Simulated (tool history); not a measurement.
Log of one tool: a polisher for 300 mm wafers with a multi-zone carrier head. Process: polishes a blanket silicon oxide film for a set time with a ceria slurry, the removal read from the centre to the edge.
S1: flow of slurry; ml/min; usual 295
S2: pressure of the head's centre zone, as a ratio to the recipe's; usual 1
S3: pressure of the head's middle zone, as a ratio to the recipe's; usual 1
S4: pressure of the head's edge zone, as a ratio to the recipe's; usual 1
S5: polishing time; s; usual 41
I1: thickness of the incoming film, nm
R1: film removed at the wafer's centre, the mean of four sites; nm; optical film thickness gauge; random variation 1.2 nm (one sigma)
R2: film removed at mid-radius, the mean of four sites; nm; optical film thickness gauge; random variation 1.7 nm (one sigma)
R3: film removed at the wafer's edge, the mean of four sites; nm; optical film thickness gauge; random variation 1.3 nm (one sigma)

| run | day | S1 | S2 | S3 | S4 | S5 | I1 | R1 | R2 | R3 |
|---|---|---|---|---|---|---|---|---|---|---|
| 1 | 0 | 295 | 1 | 1 | 1 | 41 | 912.5 | 170.8 | 153.3 | 150.6 |
|  | 0.992 | worn pad replaced by a new one |
| 2 | 1.05 | 295 | 1 | 1 | 1 | 41 | 906.2 | 168.6 | 153.2 | 150.4 |
| 3 | 1.588 | 295 | 1 | 1 | 1 | 41 | 904.5 | 170 | 154.8 | 148.8 |
| 4 | 2.146 | 295 | 1 | 1 | 1 | 41 | 914.6 | 170 | 156.4 | 149.1 |
| 5 | 3.196 | 295 | 1 | 1 | 1 | 41 | 907.1 | 170.8 | 154.1 | 151 |
|  | 6.646 | worn pad replaced by a new one |
| 6 | 6.967 | 295 | 1 | 1 | 1 | 41 | 905.5 | 170.5 | 154.3 | 150.2 |
| 7 | 7.879 | 295 | 1 | 1 | 1 | 41 | 899.7 | 171.1 | 151.6 | 150.6 |
| 8 | 8.938 | 295 | 1 | 1 | 1 | 41 | 900.4 | 171.8 | 156.4 | 148.9 |
|  | 10.071 | slurry nozzle cleaned |
| 9 | 10.342 | 295 | 1 | 1 | 1 | 41 | 916.7 | 171.6 | 155.7 | 151.4 |
|  | 10.858 | centre zone pressure recalibrated |
| 10 | 11.679 | 295 | 1 | 1 | 1 | 49 | 893 | 182.4 | 184.5 | 182.5 |
| 11 | 12.383 | 295 | 1.06 | 1 | 1 | 41 | 903.9 | 162.2 | 155.1 | 151.7 |
|  | 12.808 | worn pad replaced by a new one |
| 12 | 13.625 | 260 | 1 | 1 | 1 | 32 | 919.4 | 116.9 | 117.5 | 115.6 |
|  | 14.933 | carrier head's membrane replaced by a new one |
| 13 | 14.954 | 295 | 1 | 1 | 1 | 50 | 909.4 | 185.6 | 186.7 | 181.3 |
| 14 | 15.825 | 295 | 1 | 1.03 | 0.95 | 28 | 905.7 | 105.3 | 108.5 | 99.6 |
|  | 17.333 | edge zone pressure recalibrated |
| 15 | 17.354 | 385 | 0.92 | 1 | 1 | 41 | 921.6 | 143.5 | 160.2 | 153.5 |
| 16 | 19.504 | 295 | 1 | 1.06 | 1 | 28 | 909.5 | 107 | 110.5 | 101.9 |
|  | 20.225 | worn pad replaced by a new one |
| 17 | 20.942 | 295 | 1 | 0.93 | 1.04 | 30 | 922 | 113.7 | 103.9 | 112.3 |
| 18 | 21.679 | 295 | 1 | 0.93 | 1.06 | 41 | 919.7 | 156.2 | 145.1 | 154.5 |
| 19 | 22.804 | 295 | 1 | 1 | 1 | 41 | 908.9 | 156.6 | 156.1 | 151.3 |
| 20 | 23.496 | 295 | 1.1 | 1 | 1.07 | 34 | 900.8 | 143.4 | 130 | 128 |
| 21 | 24.429 | 295 | 1 | 1 | 1 | 49 | 915.6 | 187.1 | 187.5 | 179.2 |
| 22 | 25.883 | 335 | 1 | 1 | 1 | 41 | 892.4 | 160.5 | 152.9 | 152 |

4 ways to go on from here, each from the tool as it stands after run 22. What would each give?
| A | 25.9 | 295 | 1 | 1 | 1 | 41 | 894 | ? | ? | ? |
| B | 25.9 | 295 | 1.09 | 1 | 1 | 41 | 894 | ? | ? | ? |
| C | 25.9 | 295 | 1 | 1 | 1.1 | 41 | 894 | ? | ? | ? |
| D | 25.9 | 295 | 1.03 | 1.1 | 1 | 51 | 894 | ? | ? | ? |

| run | R1 | R2 | R3 |
|---|---|---|---|
| A | 157.1 | 154.6 | 148.1 |
| B | 171.3 | 154.6 | 148.1 |
| C | 157.1 | 154.6 | 153.7 |
| D | 201.5 | 208.6 | 184 |
Without the tool's hidden state the same runs would have given:
| run | R1 | R2 | R3 |
|---|---|---|---|
| A | 152.5 | 154.7 | 148.1 |
| B | 166.3 | 154.6 | 148.1 |
| C | 152.5 | 154.6 | 153.7 |
| D | 195.5 | 208.6 | 184 |
